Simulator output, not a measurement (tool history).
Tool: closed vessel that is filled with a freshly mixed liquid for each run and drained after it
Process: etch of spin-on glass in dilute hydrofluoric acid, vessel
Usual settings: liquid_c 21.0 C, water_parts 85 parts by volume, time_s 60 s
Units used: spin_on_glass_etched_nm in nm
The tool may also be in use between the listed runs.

run    hour  liquid_c  water_parts  time_s  read-back film thickness of the spin-on glass reference wafer, read on the same gauge (nm)  spin_on_glass_etched_nm
  1     0.0      21.0           85      60                                                                                       61.04                    25.40
  2    43.0      21.0          115      80                                                                                       61.17                    24.22
  3   105.5      21.0          115      80                                                                                       61.31                    24.27
  4   135.9      21.0           85      50                                                                                       61.46                    21.46
  5   203.1      21.0           85      50                                                                                       61.64                    21.37
  6   266.5      21.0           85      50                                                                                       61.79                    21.34
  7   333.7      21.0           85      60                                                                                       62.03                    25.89
      390.4  -- gauge calibrated
  8   390.8      21.0           85      60                                                                                       60.07                    24.89
  9   431.6      21.0           85      60                                                                                       60.08                    25.00
 10   489.5      21.0           85      60                                                                                       60.09                    25.14
      543.0  -- hydrofluoric acid flow meter replaced
      545.0  -- thermometer replaced
 11   557.1      18.0           70      90                                                                                       60.12                    40.89
 12   623.1      17.0          115      70                                                                                       60.16                    17.58
 13   665.8      19.5           75      90                                                                                       60.17                    40.75
 14   712.5      26.0           50      35                                                                                       60.21                    31.90
 15   778.4      17.5           85      90                                                                                       60.26                    32.72
 16   993.3      21.0           55      60                                                                                       60.52                    40.60
 17  1051.4      25.0           85      60                                                                                       60.62                    29.81
 18  1097.6      21.0           85      60                                                                                       60.69                    25.41
 19  1141.2      21.0           85      60                                                                                       60.79                    25.33
 20  1183.9      25.0           85      60                                                                                       60.86                    29.60
 21  1210.3      23.0           95      40                                                                                       60.91                    16.27

3 ways to go on from here, each from the tool as it stands after run 21. What would each give?
  A  1211.0      21.0           85      60                                                                                           ?                        ?
  B  1211.0      17.0           85      40                                                                                           ?                        ?
  C  1211.0      19.0           55      70                                                                                           ?                        ?

run  read-back film thickness of the spin-on glass reference wafer, read on the same gauge (nm)  spin_on_glass_etched_nm
  A                                                                                       60.88                    25.25
  B                                                                                       60.88                    14.24
  C                                                                                       60.88                    43.36
Without the tool's hidden state the same runs would have given:
run  spin_on_glass_etched_nm
  A                    24.87
  B                    14.03
  C                    42.71
